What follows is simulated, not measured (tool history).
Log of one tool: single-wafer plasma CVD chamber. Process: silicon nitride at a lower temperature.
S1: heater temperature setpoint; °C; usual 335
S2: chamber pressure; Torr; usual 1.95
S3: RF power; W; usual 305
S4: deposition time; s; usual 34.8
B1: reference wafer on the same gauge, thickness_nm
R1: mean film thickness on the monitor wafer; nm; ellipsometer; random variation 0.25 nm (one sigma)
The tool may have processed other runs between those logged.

run	day	S1	S2	S3	S4	B1	R1
1	0	335	1.95	305	34.8	43.261	45.821
2	1.104	335	1.95	305	34.8	43.208	45.702
3	2.112	335	2.25	305	34.8	43.21	46.567
4	5	335	2.25	305	34.8	43.198	46.403
5	10.962	335	2.25	305	34.8	43.203	46.551
6	12.612	335	1.95	305	34.8	43.177	45.527
7	13.888	335	1.95	305	34.8	43.202	45.525
8	15.304	335	1.68	305	34.8	43.243	44.761
9	17.142	335	1.68	305	34.8	43.231	44.847
10	19.5	335	1.68	305	34.8	43.192	45.049
11	20.8	335	1.95	305	34.8	43.19	45.321
12	23.521	335	1.83	305	34.8	43.201	45.631
13	25.225	335	1.83	305	34.8	43.17	45.476
14	26.588	335	1.95	345	34.8	43.199	50.131
15	29.271	335	1.8	245	39.9	43.178	42.977
16	31.271	335	1.83	305	34.8	43.18	45.052
17	32.404	335	1.95	305	40.4	43.226	52.75
18	34.108	330	1.54	305	34.8	43.156	43.782
19	35.746	335	1.95	260	34.8	43.172	40.469
20	38.512	335	1.95	305	40.6	43.209	53.076
21	40.996	347	1.95	320	34.8	43.194	47.304
22	43.875	349	1.95	305	34.8	43.206	45.156
23	45.733	335	1.95	305	34.8	43.246	45.529
24	46.833	327	2.32	250	28.1	43.225	32.502
25	48.742	335	1.95	305	34.8	43.188	45.34
26	50.204	335	1.52	290	31.7	43.195	38.526
27	51.667	335	1.51	305	36.9	43.213	46.702
28	52.75	327	2.39	355	29.8	43.194	45.061
29	53.879	335	1.52	290	31.7	43.182	38.845
30	55.379	335	1.95	305	34.8	43.161	45.725

The log once held 5 entries between its listed runs, left out of this copy. Where does each go, and what is different about the tool's unlogged condition between the listed run before it and the listed run after it?
Run 8 -> run 9: RF generator calibrated (day 15.879); capacitance manometer re-zeroed and calibrated (day 16.267)
  no hidden state differs between the two runs
Run 13 -> run 14: showerhead replaced (day 25.8)
  no hidden state differs between the two runs
Run 14 -> run 15: thermocouple changed; heater temperature recalibrated (day 27.258)
  no hidden state differs between the two runs
Run 20 -> run 21: gauge calibrated (day 40.125)
  no hidden state differs between the two runs
